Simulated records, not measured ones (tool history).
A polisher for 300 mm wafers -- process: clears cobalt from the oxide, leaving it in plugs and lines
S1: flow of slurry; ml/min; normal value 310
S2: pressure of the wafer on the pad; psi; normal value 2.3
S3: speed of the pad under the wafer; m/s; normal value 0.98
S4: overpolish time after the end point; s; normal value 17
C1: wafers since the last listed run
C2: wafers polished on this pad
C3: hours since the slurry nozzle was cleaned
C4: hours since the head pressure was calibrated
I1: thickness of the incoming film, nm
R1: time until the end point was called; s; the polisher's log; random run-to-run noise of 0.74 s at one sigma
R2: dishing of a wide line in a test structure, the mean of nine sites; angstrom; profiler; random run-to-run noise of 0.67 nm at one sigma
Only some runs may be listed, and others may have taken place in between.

| run | hour | S1 | S2 | S3 | S4 | C1 | C2 | C3 | C4 | I1 | R1 | R2 |
|---|---|---|---|---|---|---|---|---|---|---|---|---|
| 1 | 0 | 310 | 2.3 | 0.98 | 17 | 0 | 1005 | 76 | 927.3 | 390.3 | 78.5 | 507 |
| 2 | 6.9 | 310 | 2.3 | 0.98 | 17 | 77 | 1083 | 82.9 | 934.2 | 387.7 | 77.1 | 495 |
| 3 | 14.4 | 310 | 2.3 | 0.98 | 17 | 84 | 1168 | 90.4 | 941.7 | 389 | 77.5 | 483 |
| 4 | 25.3 | 310 | 2.3 | 0.98 | 17 | 122 | 1290 | 101.3 | 952.6 | 391.5 | 76.2 | 506 |
|  | 42.5 | worn pad replaced by a new one |
| 5 | 67.1 | 310 | 2.3 | 0.98 | 17 | 426 | 277 | 143.1 | 994.4 | 388.2 | 77.7 | 505 |
| 6 | 75.9 | 310 | 2.3 | 0.98 | 17 | 99 | 377 | 151.9 | 1003.2 | 389.1 | 75.9 | 501 |
| 7 | 92.1 | 310 | 2.3 | 1.22 | 17 | 182 | 559 | 168.1 | 1019.4 | 387.4 | 65 | 542 |
| 8 | 109.5 | 310 | 2.3 | 1.22 | 17 | 196 | 756 | 185.5 | 1036.8 | 384 | 64.3 | 544 |
| 9 | 121.8 | 310 | 2.3 | 0.98 | 17 | 138 | 894 | 197.8 | 1049.1 | 395.3 | 78.4 | 500 |
| 10 | 141.1 | 310 | 2.3 | 0.98 | 17 | 217 | 1112 | 217.1 | 1068.4 | 390.5 | 77.1 | 503 |
| 11 | 154.7 | 310 | 2.3 | 0.98 | 17 | 153 | 1265 | 230.7 | 1082 | 394.6 | 78.2 | 500 |
|  | 171.1 | worn pad replaced by a new one |
|  | 202.7 | slurry nozzle cleaned |
| 12 | 207.8 | 310 | 2.3 | 0.7 | 17 | 542 | 402 | 5.1 | 1135.1 | 389.4 | 98.7 | 436 |
| 13 | 224 | 310 | 1.8 | 0.98 | 17 | 182 | 585 | 21.3 | 1151.3 | 391.5 | 88 | 486 |
| 14 | 239.8 | 310 | 2.3 | 0.98 | 17 | 178 | 763 | 37.1 | 1167.1 | 387.5 | 76.3 | 504 |
| 15 | 246 | 310 | 1.8 | 0.98 | 17 | 69 | 833 | 43.3 | 1173.3 | 386.5 | 86.2 | 463 |
| 16 | 256.2 | 360 | 2.8 | 0.82 | 17 | 115 | 948 | 53.5 | 1183.5 | 394.3 | 77.3 | 517 |
| 17 | 269.7 | 310 | 3 | 0.98 | 17 | 152 | 1101 | 67 | 1197 | 386.7 | 63.8 | 542 |
|  | 277.7 | worn pad replaced by a new one |
| 18 | 293.4 | 310 | 2.3 | 0.7 | 23 | 222 | 176 | 90.7 | 1220.7 | 386.5 | 95.1 | 528 |
| 19 | 300.1 | 215 | 2.9 | 0.98 | 17 | 75 | 252 | 97.4 | 1227.4 | 382.3 | 66.4 | 530 |
| 20 | 311.8 | 390 | 2.9 | 0.98 | 17 | 131 | 384 | 109.1 | 1239.1 | 394 | 65.9 | 531 |
|  | 323.7 | head pressure recalibrated |
| 21 | 327.9 | 310 | 2.3 | 0.98 | 17 | 159 | 543 | 125.2 | 4.2 | 394.5 | 79.9 | 486 |
| 22 | 336.6 | 310 | 2.3 | 0.98 | 17 | 98 | 641 | 133.9 | 12.9 | 388.1 | 79.2 | 484 |
| 23 | 350.7 | 310 | 2.3 | 0.98 | 20 | 159 | 800 | 148 | 27 | 396.7 | 81.9 | 549 |
| 24 | 356.9 | 215 | 2.3 | 1.12 | 25 | 69 | 870 | 154.2 | 33.2 | 389 | 73.6 | 594 |
| 25 | 370.3 | 310 | 2.3 | 1.26 | 17 | 151 | 1021 | 167.6 | 46.6 | 386.7 | 64.7 | 546 |
| 26 | 382.1 | 310 | 2.8 | 0.98 | 17 | 133 | 1154 | 179.4 | 58.4 | 396.2 | 71.9 | 518 |
| 27 | 388.2 | 270 | 2.3 | 0.98 | 17 | 68 | 1223 | 185.5 | 64.5 | 391.9 | 81 | 493 |
|  | 397.9 | worn pad replaced by a new one |
| 28 | 398.4 | 310 | 2.3 | 0.98 | 17 | 69 | 5 | 195.7 | 74.7 | 392.2 | 79.8 | 486 |
| 29 | 401 | 220 | 2.1 | 0.98 | 17 | 29 | 35 | 198.3 | 77.3 | 382.1 | 85.8 | 479 |
| 30 | 417.8 | 310 | 2.3 | 0.98 | 17 | 189 | 224 | 215.1 | 94.1 | 388.4 | 79.6 | 499 |
| 31 | 431.4 | 415 | 2.3 | 1.18 | 11 | 153 | 378 | 228.7 | 107.7 | 381.9 | 66.4 | 422 |
| 32 | 448.7 | 310 | 2.3 | 0.98 | 17 | 195 | 573 | 246 | 125 | 389.2 | 80 | 496 |

Expected results for the next run?
| 33 | 464.1 | 405 | 1.6 | 0.68 | 17 | 173 | 746 | 261.4 | 140.4 | 385.4 | ? | ? |

{"run 33": {"R1": 124.1, "R2": 385}}
The same run, on a tool lacking any hidden state, would have yielded R1 123.9 s, R2 385 angstrom.
